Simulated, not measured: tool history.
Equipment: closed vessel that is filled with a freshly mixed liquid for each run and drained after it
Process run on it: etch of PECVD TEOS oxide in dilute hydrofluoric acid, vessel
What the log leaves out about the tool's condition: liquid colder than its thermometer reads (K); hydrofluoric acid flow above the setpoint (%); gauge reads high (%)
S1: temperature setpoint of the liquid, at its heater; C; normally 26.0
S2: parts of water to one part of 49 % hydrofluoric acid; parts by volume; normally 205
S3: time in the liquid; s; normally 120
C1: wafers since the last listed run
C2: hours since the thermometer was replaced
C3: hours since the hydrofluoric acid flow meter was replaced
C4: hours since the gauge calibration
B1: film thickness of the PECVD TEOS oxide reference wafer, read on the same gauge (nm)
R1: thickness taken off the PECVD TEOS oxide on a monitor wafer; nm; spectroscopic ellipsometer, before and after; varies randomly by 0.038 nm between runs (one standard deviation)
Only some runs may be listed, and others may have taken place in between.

{"run": 1, "hour": 0.0, "S1": 26.0, "S2": 250, "S3": 120, "C1": 0, "C2": 635.1, "C3": 476.1, "C4": 125.7, "B1": 100.0, "R1": 8.51}
{"run": 2, "hour": 8.8, "S1": 26.0, "S2": 250, "S3": 120, "C1": 856, "C2": 643.9, "C3": 484.9, "C4": 134.5, "B1": 99.99, "R1": 8.52}
{"run": 3, "hour": 35.7, "S1": 26.0, "S2": 250, "S3": 120, "C1": 2617, "C2": 670.8, "C3": 511.8, "C4": 161.4, "B1": 100.03, "R1": 8.53}
{"run": 4, "hour": 46.3, "S1": 26.0, "S2": 205, "S3": 120, "C1": 1031, "C2": 681.4, "C3": 522.4, "C4": 172.0, "B1": 100.01, "R1": 10.92}
{"run": 5, "hour": 62.0, "S1": 26.0, "S2": 205, "S3": 120, "C1": 1527, "C2": 697.1, "C3": 538.1, "C4": 187.7, "B1": 99.98, "R1": 11.03}
{"run": 6, "hour": 69.4, "S1": 26.0, "S2": 205, "S3": 120, "C1": 720, "C2": 704.5, "C3": 545.5, "C4": 195.1, "B1": 100.03, "R1": 10.95}
{"run": 7, "hour": 75.4, "S1": 26.0, "S2": 205, "S3": 120, "C1": 583, "C2": 710.5, "C3": 551.5, "C4": 201.1, "B1": 99.97, "R1": 10.94}
{"run": 8, "hour": 87.9, "S1": 26.0, "S2": 205, "S3": 120, "C1": 1216, "C2": 723.0, "C3": 564.0, "C4": 213.6, "B1": 100.04, "R1": 10.93}
{"run": 9, "hour": 95.3, "S1": 30.0, "S2": 160, "S3": 120, "C1": 720, "C2": 730.4, "C3": 571.4, "C4": 221.0, "B1": 100.04, "R1": 17.14}
{"hour": 106.4, "done": "gauge calibrated"}
{"run": 10, "hour": 109.3, "S1": 30.0, "S2": 160, "S3": 120, "C1": 1362, "C2": 744.4, "C3": 585.4, "C4": 2.9, "B1": 100.03, "R1": 17.16}
{"hour": 112.4, "done": "hydrofluoric acid flow meter replaced"}
{"run": 11, "hour": 124.9, "S1": 26.0, "S2": 205, "S3": 120, "C1": 1420, "C2": 760.0, "C3": 12.5, "C4": 18.5, "B1": 100.0, "R1": 10.18}
{"run": 12, "hour": 132.4, "S1": 21.5, "S2": 290, "S3": 70, "C1": 729, "C2": 767.5, "C3": 20.0, "C4": 26.0, "B1": 99.97, "R1": 3.27}
{"run": 13, "hour": 146.6, "S1": 30.0, "S2": 205, "S3": 120, "C1": 1381, "C2": 781.7, "C3": 34.2, "C4": 40.2, "B1": 100.02, "R1": 11.84}
{"run": 14, "hour": 158.0, "S1": 31.0, "S2": 205, "S3": 150, "C1": 1109, "C2": 793.1, "C3": 45.6, "C4": 51.6, "B1": 100.01, "R1": 15.3}
{"run": 15, "hour": 164.8, "S1": 26.0, "S2": 205, "S3": 120, "C1": 661, "C2": 799.9, "C3": 52.4, "C4": 58.4, "B1": 100.0, "R1": 10.22}
{"run": 16, "hour": 176.4, "S1": 30.0, "S2": 255, "S3": 120, "C1": 1128, "C2": 811.5, "C3": 64.0, "C4": 70.0, "B1": 99.98, "R1": 8.99}

The next listed run, before its measurement:
{"run": 17, "hour": 188.4, "S1": 22.5, "S2": 130, "S3": 120, "C1": 1167, "C2": 823.5, "C3": 76.0, "C4": 82.0, "B1": "?", "R1": "?"}

{"run 17": {"B1": 99.99, "R1": 15.48}}
If the tool had no hidden condition, the same run with the same run-to-run variation would have returned R1 15.26 nm.
